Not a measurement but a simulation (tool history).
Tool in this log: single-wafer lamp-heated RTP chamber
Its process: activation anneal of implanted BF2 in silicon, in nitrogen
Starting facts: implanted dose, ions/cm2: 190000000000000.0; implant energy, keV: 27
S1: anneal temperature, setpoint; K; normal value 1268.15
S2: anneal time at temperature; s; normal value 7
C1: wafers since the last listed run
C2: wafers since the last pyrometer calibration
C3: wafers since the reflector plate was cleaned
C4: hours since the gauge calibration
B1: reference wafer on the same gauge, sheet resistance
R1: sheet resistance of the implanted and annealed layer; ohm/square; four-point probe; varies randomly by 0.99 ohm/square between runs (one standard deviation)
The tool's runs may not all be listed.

Run 1, hour 0.0: usual settings; C1 0; C2 1046; C3 2780; C4 2010.1; B1 693.28. Result: R1 663.81 ohm/square.
Run 2, hour 63.9: usual settings; C1 708; C2 1755; C3 3489; C4 2074.0; B1 693.46. Result: R1 666.14 ohm/square.
Run 3, hour 169.8: usual settings; C1 1174; C2 2930; C3 4664; C4 2179.9; B1 693.74. Result: R1 664.00 ohm/square.
Run 4, hour 242.4: usual settings; C1 805; C2 3736; C3 5469; C4 2252.5; B1 693.99. Result: R1 666.29 ohm/square.
Run 5, hour 320.2: usual settings; C1 863; C2 4599; C3 6332; C4 2330.3; B1 693.75. Result: R1 665.69 ohm/square.
Run 6, hour 379.0: usual settings; C1 652; C2 5251; C3 6984; C4 2389.1; B1 693.99. Result: R1 666.57 ohm/square.
Run 7, hour 439.7: usual settings; C1 673; C2 5925; C3 7658; C4 2449.8; B1 694.09. Result: R1 665.40 ohm/square.
Run 8, hour 491.7: usual settings; C1 576; C2 6502; C3 8235; C4 2501.8; B1 694.02. Result: R1 663.42 ohm/square.
At hour 524.5: pyrometer window cleaned and pyrometer calibrated.
Run 9, hour 549.9: usual settings but S1 1288.15 K, S2 9 s; C1 556; C2 282; C3 8792; C4 2560.0; B1 694.09. Result: R1 661.16 ohm/square.
Run 10, hour 618.6: usual settings but S1 1288.15 K, S2 9 s; C1 762; C2 1044; C3 9554; C4 2628.7; B1 694.55. Result: R1 661.72 ohm/square.
Run 11, hour 704.7: usual settings; C1 955; C2 1999; C3 10509; C4 2714.8; B1 694.50. Result: R1 665.76 ohm/square.
Run 12, hour 1005.3: usual settings but S2 5 s; C1 3334; C2 5334; C3 13844; C4 3015.4; B1 695.04. Result: R1 668.32 ohm/square.
At hour 1042.1: gauge calibrated.
At hour 1046.1: pyrometer window cleaned and pyrometer calibrated.
Run 13, hour 1057.0: usual settings but S2 5 s; C1 484; C2 120; C3 14329; C4 14.9; B1 691.13. Result: R1 664.08 ohm/square.
Run 14, hour 1100.7: usual settings but S2 10 s; C1 484; C2 605; C3 14814; C4 58.6; B1 691.60. Result: R1 661.92 ohm/square.
Run 15, hour 1162.6: usual settings but S2 10 s; C1 686; C2 1292; C3 15501; C4 120.5; B1 691.37. Result: R1 660.44 ohm/square.
At hour 1181.0: reflector plate cleaned.
Run 16, hour 1219.3: usual settings but S2 10 s; C1 540; C2 1832; C3 424; C4 177.2; B1 691.66. Result: R1 662.00 ohm/square.
Run 17, hour 1302.2: usual settings but S2 10 s; C1 919; C2 2752; C3 1344; C4 260.1; B1 691.89. Result: R1 661.52 ohm/square.
Run 18, hour 1390.6: usual settings; C1 980; C2 3733; C3 2325; C4 348.5; B1 691.98. Result: R1 663.79 ohm/square.
Run 19, hour 1461.5: usual settings; C1 786; C2 4519; C3 3111; C4 419.4; B1 692.29. Result: R1 661.74 ohm/square.
Run 20, hour 1534.1: usual settings but S1 1279.15 K, S2 3 s; C1 805; C2 5325; C3 3917; C4 492.0; B1 691.98. Result: R1 664.96 ohm/square.
At hour 1590.1: pyrometer window cleaned and pyrometer calibrated.
Run 21, hour 1594.5: usual settings but S1 1243.15 K, S2 3 s; C1 581; C2 48; C3 4498; C4 552.4; B1 692.38. Result: R1 686.16 ohm/square.
Run 22, hour 1745.3: usual settings but S1 1259.15 K; C1 1673; C2 1721; C3 6171; C4 703.2; B1 692.63. Result: R1 666.91 ohm/square.
Run 23, hour 1802.4: usual settings but S1 1255.15 K, S2 11 s; C1 633; C2 2354; C3 6805; C4 760.3; B1 692.71. Result: R1 667.83 ohm/square.
Run 24, hour 1967.6: usual settings but S1 1289.15 K, S2 10 s; C1 1832; C2 4187; C3 8638; C4 925.5; B1 693.37. Result: R1 661.65 ohm/square.
Run 25, hour 2010.0: usual settings but S1 1245.15 K, S2 4 s; C1 470; C2 4658; C3 9108; C4 967.9; B1 693.11. Result: R1 681.92 ohm/square.
Run 26, hour 2079.0: usual settings but S2 11 s; C1 765; C2 5423; C3 9874; C4 1036.9; B1 693.51. Result: R1 664.15 ohm/square.
At hour 2117.1: pyrometer window cleaned and pyrometer calibrated.
Run 27, hour 2162.9: usual settings; C1 842; C2 508; C3 10716; C4 1120.8; B1 693.53. Result: R1 664.27 ohm/square.
Run 28, hour 2256.5: usual settings but S2 4 s; C1 1038; C2 1546; C3 11754; C4 1214.4; B1 693.59. Result: R1 668.00 ohm/square.
Run 29, hour 2335.1: usual settings but S1 1295.15 K, S2 8 s; C1 872; C2 2418; C3 12626; C4 1293.0; B1 693.80. Result: R1 660.15 ohm/square.
Run 30, hour 2400.8: usual settings but S1 1285.15 K, S2 11 s; C1 728; C2 3147; C3 13355; C4 1358.7; B1 694.09. Result: R1 659.01 ohm/square.
Run 31, hour 2506.6: usual settings but S2 10 s; C1 1173; C2 4321; C3 14529; C4 1464.5; B1 694.14. Result: R1 664.54 ohm/square.
Run 32, hour 2550.2: usual settings but S1 1291.15 K, S2 4 s; C1 483; C2 4805; C3 15012; C4 1508.1; B1 693.97. Result: R1 664.36 ohm/square.
Run 33, hour 2629.8: usual settings but S1 1292.15 K; C1 883; C2 5688; C3 15896; C4 1587.7; B1 694.02. Result: R1 663.33 ohm/square.
At hour 2659.4: reflector plate cleaned.
At hour 2677.1: pyrometer window cleaned and pyrometer calibrated.
Run 34, hour 2689.8: usual settings but S1 1280.15 K, S2 3 s; C1 488; C2 141; C3 249; C4 1647.7; B1 694.22. Result: R1 665.84 ohm/square.
Run 35, hour 2753.5: usual settings but S1 1282.15 K; C1 706; C2 848; C3 955; C4 1711.4; B1 694.58. Result: R1 662.85 ohm/square.

Results for each run, recomputed without the tool's hidden state and with each run's random variation untouched:
The hidden state here: true wafer temperature minus pyrometer reading, K; wafer temperature error from the tarnished reflector plate, K; gauge reads high (%).
run      R1
  1  660.70
  2  662.91
  3  660.59
  4  662.74
  5  662.01
  6  662.78
  7  661.51
  8  659.45
  9  657.10
 10  657.53
 11  661.40
 12  663.41
 13  662.79
 14  660.56
 15  658.97
 16  660.43
 17  659.80
 18  661.91
 19  659.74
 20  662.83
 21  683.84
 22  664.39
 23  665.21
 24  658.76
 25  678.87
 26  661.05
 27  661.03
 28  664.57
 29  656.63
 30  655.37
 31  660.69
 32  660.43
 33  659.27
 34  661.66
 35  658.58

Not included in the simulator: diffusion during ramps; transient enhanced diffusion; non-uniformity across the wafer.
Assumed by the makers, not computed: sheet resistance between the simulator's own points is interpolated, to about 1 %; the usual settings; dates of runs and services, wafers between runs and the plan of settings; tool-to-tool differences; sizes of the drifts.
